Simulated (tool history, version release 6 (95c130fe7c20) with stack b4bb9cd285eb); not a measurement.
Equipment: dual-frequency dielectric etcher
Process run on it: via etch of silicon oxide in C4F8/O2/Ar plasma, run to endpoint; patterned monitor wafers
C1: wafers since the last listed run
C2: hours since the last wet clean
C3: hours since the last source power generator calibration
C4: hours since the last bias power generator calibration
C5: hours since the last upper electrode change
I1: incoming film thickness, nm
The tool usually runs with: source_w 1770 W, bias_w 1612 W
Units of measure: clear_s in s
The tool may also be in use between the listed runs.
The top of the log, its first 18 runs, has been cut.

run 19 day=42.65 | source_w=2090 bias_w=1350 | C1=275 C2=122.3 C3=446 C4=1837.9 C5=268.1 | I1=1083.6 | clear_s=242.5
run 20 day=45.183 | source_w=1770 bias_w=1393 | C1=304 C2=183.1 C3=506.8 C4=1898.7 C5=328.9 | I1=1099.6 | clear_s=267.1
run 21 day=46.204 | source_w=1770 bias_w=1255 | C1=122 C2=207.6 C3=531.3 C4=1923.2 C5=353.4 | I1=1088.3 | clear_s=269.9
-- day=46.888 bias power generator calibrated
run 22 day=48.033 | source_w=1630 bias_w=1931 | C1=199 C2=251.5 C3=575.2 C4=27.5 C5=397.3 | I1=1100.4 | clear_s=259.3
run 23 day=50.571 | source_w=1540 bias_w=1612 | C1=305 C2=312.4 C3=636.1 C4=88.4 C5=458.2 | I1=1090 | clear_s=276.9
run 24 day=53.233 | source_w=1770 bias_w=1244 | C1=320 C2=376.3 C3=700 C4=152.3 C5=522.1 | I1=1092.3 | clear_s=271.9
run 25 day=55.388 | source_w=2110 bias_w=1719 | C1=258 C2=428 C3=751.7 C4=204 C5=573.8 | I1=1090.4 | clear_s=231.9
run 26 day=57.233 | source_w=1600 bias_w=1735 | C1=221 C2=472.3 C3=796 C4=248.3 C5=618.1 | I1=1104.5 | clear_s=272.5
-- day=58.304 wet clean of the chamber
run 27 day=59.258 | source_w=1770 bias_w=1612 | C1=123 C2=22.9 C3=844.6 C4=296.9 C5=666.7 | I1=1093.8 | clear_s=253.5
run 28 day=60.704 | source_w=1770 bias_w=1612 | C1=173 C2=57.6 C3=879.3 C4=331.6 C5=701.4 | I1=1095.1 | clear_s=255.1
run 29 day=62.396 | source_w=1380 bias_w=1897 | C1=203 C2=98.2 C3=919.9 C4=372.2 C5=742 | I1=1089.3 | clear_s=279.6
run 30 day=65.392 | source_w=1770 bias_w=1612 | C1=360 C2=170.1 C3=991.8 C4=444.1 C5=813.9 | I1=1088.9 | clear_s=254.4

Consider 5 possible next runs. They are alternatives, not a sequence: every one starts from the tool as it was left by run 30. What does each give?
run A day=65.412 | source_w=1770 bias_w=1612 | C1=2 C2=170.6 C3=992.3 C4=444.6 C5=814.4 | I1=1087 | clear_s=?
run B day=65.412 | source_w=2100 bias_w=1726 | C1=2 C2=170.6 C3=992.3 C4=444.6 C5=814.4 | I1=1087 | clear_s=?
run C day=65.412 | source_w=2150 bias_w=1612 | C1=2 C2=170.6 C3=992.3 C4=444.6 C5=814.4 | I1=1087 | clear_s=?
run D day=65.412 | source_w=1770 bias_w=1878 | C1=2 C2=170.6 C3=992.3 C4=444.6 C5=814.4 | I1=1087 | clear_s=?
run E day=65.412 | source_w=2080 bias_w=1930 | C1=2 C2=170.6 C3=992.3 C4=444.6 C5=814.4 | I1=1087 | clear_s=?

run=A clear_s=253.9
run=B clear_s=229.7
run=C clear_s=230.4
run=D clear_s=245.5
run=E clear_s=225.1
Take away the tool's hidden state, keep each run's random variation, and the runs would have read:
run=A clear_s=253.9
run=B clear_s=229.7
run=C clear_s=230.4
run=D clear_s=245.4
run=E clear_s=225.1
